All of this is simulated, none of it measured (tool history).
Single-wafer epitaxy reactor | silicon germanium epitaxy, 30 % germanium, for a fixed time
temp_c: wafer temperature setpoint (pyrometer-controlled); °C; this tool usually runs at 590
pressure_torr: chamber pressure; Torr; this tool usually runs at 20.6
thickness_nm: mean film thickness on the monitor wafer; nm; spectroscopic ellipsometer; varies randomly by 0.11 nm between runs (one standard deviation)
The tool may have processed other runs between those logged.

run,hour,temp_c,pressure_torr,"read-back reference wafer on the same gauge, thickness_nm",thickness_nm
1,0.0,590,20.6,55.790,48.997
2,47.0,590,20.6,55.819,49.075
3,117.0,583,20.6,55.781,42.348
4,170.8,583,20.6,55.779,42.474
5,238.1,587,20.6,55.785,45.893
6,302.8,590,20.6,55.791,48.999
7,369.5,590,20.6,55.819,48.690
8,436.6,590,20.6,55.814,48.753
9,468.2,590,20.6,55.802,48.953
10,499.2,590,20.6,55.800,48.806
11,567.7,590,16.9,55.826,45.790
12,624.6,590,16.9,55.796,45.483
13,648.9,590,16.9,55.805,45.474
14,718.3,590,21.6,55.784,49.459
# hour 752.6: gauge calibrated
15,770.6,590,21.6,55.766,49.283
16,811.7,590,21.6,55.797,49.272
# hour 872.5: capacitance manometer re-zeroed and calibrated
17,873.0,598,24.1,55.780,60.954
18,904.6,590,24.7,55.813,52.045
# hour 969.4: showerhead replaced
19,974.3,598,17.8,55.836,54.956
20,1032.4,590,20.6,55.770,49.032
21,1087.5,590,20.6,55.804,49.014
22,1207.3,590,20.6,55.810,49.142
23,1352.2,590,20.6,55.824,49.057
24,1398.8,578,23.5,55.826,40.028
# hour 1413.3: pyrometer calibrated
25,1465.3,590,20.6,55.794,49.069
26,1517.8,601,25.0,55.814,65.358
27,1580.0,590,20.6,55.790,48.985
28,1628.3,601,25.3,55.804,65.742
29,1703.2,596,17.2,55.797,51.994
30,1766.5,595,19.1,55.796,52.619
31,1794.9,575,15.9,55.788,32.767
32,1823.8,597,17.2,55.792,53.273
# hour 1827.1: gauge calibrated
33,1891.1,590,24.3,55.786,51.673
34,1934.8,590,20.6,55.751,48.821

Consider 4 possible next runs. They are alternatives, not a sequence: every one starts from the tool as it was left by run 34. What does each give?
A,1935.2,590,20.6,?,?
B,1935.2,590,18.2,?,?
C,1935.2,578,23.6,?,?
D,1935.2,600,18.2,?,?

run,"read-back reference wafer on the same gauge, thickness_nm",thickness_nm
A,55.803,48.971
B,55.803,46.969
C,55.803,39.950
D,55.803,57.530
The same runs, with their run-to-run variation unchanged, on a tool lacking any hidden condition would have given:
run,thickness_nm
A,49.334
B,47.317
C,40.246
D,57.956
